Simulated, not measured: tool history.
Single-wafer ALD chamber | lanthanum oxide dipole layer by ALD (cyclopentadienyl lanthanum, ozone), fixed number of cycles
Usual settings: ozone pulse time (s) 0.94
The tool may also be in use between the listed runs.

run,hour,ozone pulse time (s),wafers since the last listed run,hours since the last thermocouple change,hours since the last ozone generator service,hours since the showerhead was replaced,hours since the gauge calibration,"read-back reference wafer on the same gauge, thickness_nm",mean film thickness on the monitor wafer (Å)
1,0,1.2,0,1143.1,579,7182.3,831.2,0.484,5.03
# hour 25.8: gauge calibrated
2,41,0.81,607,1184.1,620,7223.3,15.2,0.484,4.06
# hour 50: ozone generator serviced
3,92.3,0.81,641,1235.4,42.3,7274.6,66.5,0.483,4.18
4,149.5,0.94,847,1292.6,99.5,7331.8,123.7,0.485,4.6
5,178.4,0.94,428,1321.5,128.4,7360.7,152.6,0.484,4.56
6,220.9,0.94,629,1364,170.9,7403.2,195.1,0.484,4.53
7,315.5,1.06,1401,1458.6,265.5,7497.8,289.7,0.484,4.84
8,386.3,1.06,1048,1529.4,336.3,7568.6,360.5,0.484,4.85
# hour 446.3: thermocouple changed; heater temperature recalibrated
9,446.8,1.19,777,0.5,396.8,7629.1,421,0.484,5.05
10,493.2,0.94,687,46.9,443.2,7675.5,467.4,0.485,4.54
11,538.4,1.05,669,92.1,488.4,7720.7,512.6,0.483,4.81
12,581.2,1.05,634,134.9,531.2,7763.5,555.4,0.484,4.81
# hour 614.7: showerhead replaced
# hour 619.7: ozone generator serviced
13,637.4,0.94,640,191.1,17.7,22.7,611.6,0.484,4.59
14,691.1,1.24,795,244.8,71.4,76.4,665.3,0.484,5.1
15,759.6,0.68,1014,313.3,139.9,144.9,733.8,0.483,3.53
# hour 790.9: gauge calibrated
16,825,1.27,968,378.7,205.3,210.3,34.1,0.484,5.11
17,872.1,1.16,697,425.8,252.4,257.4,81.2,0.484,5.02
18,922.3,0.94,743,476,302.6,307.6,131.4,0.484,4.54
19,998.9,1.3,1134,552.6,379.2,384.2,208,0.483,5.1
20,1025.9,1.23,400,579.6,406.2,411.2,235,0.484,5.07
21,1073.4,0.77,703,627.1,453.7,458.7,282.5,0.484,3.94
22,1101.8,1.17,420,655.5,482.1,487.1,310.9,0.484,4.96
23,1147.2,0.94,672,700.9,527.5,532.5,356.3,0.484,4.57
24,1206,1.17,871,759.7,586.3,591.3,415.1,0.485,5.02
25,1235.6,0.79,438,789.3,615.9,620.9,444.7,0.484,4.02
# hour 1259.5: ozone generator serviced
26,1266.1,0.84,333,819.8,6.6,651.4,475.2,0.484,4.31
27,1337.9,0.71,1063,891.6,78.4,723.2,547,0.484,3.72

5 ways to go on from here, each from the tool as it stands after run 27. What would each give?
A,1338.3,0.76,5,892,78.8,723.6,547.4,?,?
B,1338.3,1.21,5,892,78.8,723.6,547.4,?,?
C,1338.3,0.82,5,892,78.8,723.6,547.4,?,?
D,1338.3,0.72,5,892,78.8,723.6,547.4,?,?
E,1338.3,1.08,5,892,78.8,723.6,547.4,?,?

run,"read-back reference wafer on the same gauge, thickness_nm",mean film thickness on the monitor wafer (Å)
A,0.484,3.96
B,0.484,5.07
C,0.484,4.21
D,0.484,3.76
E,0.484,4.89
Without the tool's hidden state the same runs would have given:
run,mean film thickness on the monitor wafer (Å)
A,4
B,5.09
C,4.25
D,3.8
E,4.92
